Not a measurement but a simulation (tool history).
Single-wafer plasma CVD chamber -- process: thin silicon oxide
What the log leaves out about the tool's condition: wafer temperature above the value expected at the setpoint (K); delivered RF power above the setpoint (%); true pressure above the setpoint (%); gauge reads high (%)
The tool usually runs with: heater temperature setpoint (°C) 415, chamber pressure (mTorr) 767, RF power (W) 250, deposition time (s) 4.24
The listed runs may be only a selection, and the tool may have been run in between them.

| run | hour | heater temperature setpoint (°C) | chamber pressure (mTorr) | RF power (W) | deposition time (s) | wafers since the last listed run | hours since the last thermocouple change | hours since the last RF generator calibration | hours since the last manometer calibration | hours since the showerhead was replaced | hours since the gauge calibration | read-back reference wafer on the same gauge, thickness_nm | mean film thickness on the monitor wafer (Å) |
|---|---|---|---|---|---|---|---|---|---|---|---|---|---|
| 1 | 0 | 415 | 767 | 250 | 4.24 | 0 | 2258.2 | 1963.2 | 1747 | 2891.7 | 63.5 | 6.32 | 61.26 |
| 2 | 15.2 | 415 | 767 | 250 | 4.24 | 329 | 2273.4 | 1978.4 | 1762.2 | 2906.9 | 78.7 | 6.318 | 61.29 |
| 3 | 29.6 | 415 | 767 | 250 | 4.24 | 311 | 2287.8 | 1992.8 | 1776.6 | 2921.3 | 93.1 | 6.319 | 61.14 |
| 4 | 39.3 | 411 | 767 | 250 | 4.24 | 209 | 2297.5 | 2002.5 | 1786.3 | 2931 | 102.8 | 6.319 | 61.25 |
|  | 61.3 | RF generator calibrated |
| 5 | 77.2 | 415 | 911 | 250 | 4.24 | 647 | 2335.4 | 15.9 | 1824.2 | 2968.9 | 140.7 | 6.322 | 71.92 |
| 6 | 90.1 | 415 | 911 | 250 | 4.24 | 279 | 2348.3 | 28.8 | 1837.1 | 2981.8 | 153.6 | 6.319 | 71.81 |
|  | 101 | gauge calibrated |
|  | 106.6 | showerhead replaced |
| 7 | 107.1 | 415 | 767 | 250 | 4.24 | 194 | 2365.3 | 45.8 | 1854.1 | 0.5 | 6.1 | 6.319 | 60.62 |
|  | 115.3 | thermocouple changed; heater temperature recalibrated |
| 8 | 115.8 | 415 | 767 | 270 | 4.24 | 15 | 0.5 | 54.5 | 1862.8 | 9.2 | 14.8 | 6.319 | 62.57 |
| 9 | 128.8 | 415 | 904 | 250 | 3.77 | 281 | 13.5 | 67.5 | 1875.8 | 22.2 | 27.8 | 6.322 | 63.29 |
|  | 144.1 | capacitance manometer re-zeroed and calibrated |
| 10 | 144.6 | 405 | 884 | 250 | 3.71 | 168 | 29.3 | 83.3 | 0.5 | 38 | 43.6 | 6.321 | 66.18 |
| 11 | 155.3 | 415 | 767 | 250 | 4.24 | 231 | 40 | 94 | 11.2 | 48.7 | 54.3 | 6.318 | 66.03 |
| 12 | 172.1 | 415 | 767 | 250 | 3.66 | 363 | 56.8 | 110.8 | 28 | 65.5 | 71.1 | 6.319 | 57.01 |
| 13 | 185.9 | 422 | 767 | 265 | 4.24 | 298 | 70.6 | 124.6 | 41.8 | 79.3 | 84.9 | 6.32 | 67.24 |
| 14 | 199 | 415 | 767 | 250 | 4.96 | 283 | 83.7 | 137.7 | 54.9 | 92.4 | 98 | 6.32 | 77.33 |

Below, each run's measurement less what the same run would have read without the hidden state. Both values contain the same run-to-run variation, but the gauge's scatter may not be the same in both:
| run | mean film thickness on the monitor wafer (Å) |
|---|---|
| 1 | -4.63 |
| 2 | -4.73 |
| 3 | -4.79 |
| 4 | -4.86 |
| 5 | -4.98 |
| 6 | -5.05 |
| 7 | -5.22 |
| 8 | -5.44 |
| 9 | -4.65 |
| 10 | +0.08 |
| 11 | +0.09 |
| 12 | +0.07 |
| 13 | +0.09 |
| 14 | +0.1 |
